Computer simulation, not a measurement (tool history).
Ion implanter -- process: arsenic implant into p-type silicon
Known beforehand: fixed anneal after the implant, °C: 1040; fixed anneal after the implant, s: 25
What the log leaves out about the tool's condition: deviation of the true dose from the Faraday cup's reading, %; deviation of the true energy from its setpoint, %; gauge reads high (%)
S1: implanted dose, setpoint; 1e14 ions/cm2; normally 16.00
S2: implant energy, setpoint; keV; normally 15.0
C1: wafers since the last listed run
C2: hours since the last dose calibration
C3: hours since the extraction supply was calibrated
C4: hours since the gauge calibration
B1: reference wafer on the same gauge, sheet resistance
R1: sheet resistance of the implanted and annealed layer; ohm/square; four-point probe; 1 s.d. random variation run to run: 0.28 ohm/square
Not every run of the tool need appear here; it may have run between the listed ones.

| run | hour | S1 | S2 | C1 | C2 | C3 | C4 | B1 | R1 |
|---|---|---|---|---|---|---|---|---|---|
| 1 | 0.0 | 19.42 | 15.0 | 0 | 324.1 | 7240.4 | 234.7 | 101.15 | 93.11 |
| 2 | 26.3 | 19.42 | 15.0 | 320 | 350.4 | 7266.7 | 261.0 | 101.13 | 93.04 |
| 3 | 46.4 | 19.42 | 15.0 | 245 | 370.5 | 7286.8 | 281.1 | 101.17 | 93.14 |
| 4 | 88.1 | 16.00 | 15.0 | 508 | 412.2 | 7328.5 | 322.8 | 101.07 | 101.24 |
| 5 | 100.2 | 16.00 | 15.0 | 147 | 424.3 | 7340.6 | 334.9 | 101.08 | 100.68 |
| 6 | 130.5 | 16.00 | 11.0 | 369 | 454.6 | 7370.9 | 365.2 | 101.15 | 103.72 |
| 7 | 145.6 | 16.00 | 11.0 | 184 | 469.7 | 7386.0 | 380.3 | 101.04 | 103.87 |
|  | 161.4 | gauge calibrated |
| 8 | 172.5 | 16.00 | 11.0 | 328 | 496.6 | 7412.9 | 11.1 | 101.07 | 103.25 |
| 9 | 196.2 | 16.00 | 15.0 | 289 | 520.3 | 7436.6 | 34.8 | 100.98 | 100.53 |
| 10 | 227.7 | 16.00 | 17.0 | 384 | 551.8 | 7468.1 | 66.3 | 101.23 | 99.45 |
| 11 | 248.9 | 19.25 | 15.0 | 258 | 573.0 | 7489.3 | 87.5 | 101.04 | 93.54 |
|  | 266.1 | Faraday cup replaced and dose calibrated |
| 12 | 271.2 | 18.30 | 11.5 | 174 | 5.1 | 7511.6 | 109.8 | 101.20 | 98.95 |
| 13 | 288.1 | 13.04 | 11.5 | 206 | 22.0 | 7528.5 | 126.7 | 101.12 | 115.42 |
|  | 300.7 | extraction supply calibrated |
|  | 329.4 | Faraday cup replaced and dose calibrated, repeated, since the last time left the tool worse |
| 14 | 329.9 | 12.71 | 16.5 | 314 | 0.5 | 29.2 | 168.5 | 101.02 | 110.41 |
| 15 | 347.4 | 12.34 | 17.0 | 213 | 18.0 | 46.7 | 186.0 | 101.07 | 111.32 |
| 16 | 368.5 | 16.00 | 15.0 | 257 | 39.1 | 67.8 | 207.1 | 101.08 | 99.64 |
| 17 | 391.4 | 16.00 | 15.0 | 279 | 62.0 | 90.7 | 230.0 | 101.13 | 99.98 |
| 18 | 420.6 | 16.00 | 10.0 | 356 | 91.2 | 119.9 | 259.2 | 101.16 | 103.36 |

What the log doesn't show, run by run:
deviation of the true energy from its setpoint, %: 0 on each run
gauge reads high (%): 0 on each run
H1: deviation of the true dose from the Faraday cup's reading, %
| run | H1 |
|---|---|
| 1 | -2.75 |
| 2 | -2.83 |
| 3 | -2.88 |
| 4 | -2.98 |
| 5 | -3.01 |
| 6 | -3.06 |
| 7 | -3.09 |
| 8 | -3.13 |
| 9 | -3.16 |
| 10 | -3.2 |
| 11 | -3.22 |
| 12 | -5.85 |
| 13 | -6.06 |
| 14 | -0.686 |
| 15 | -0.911 |
| 16 | -1.16 |
| 17 | -1.4 |
| 18 | -1.68 |
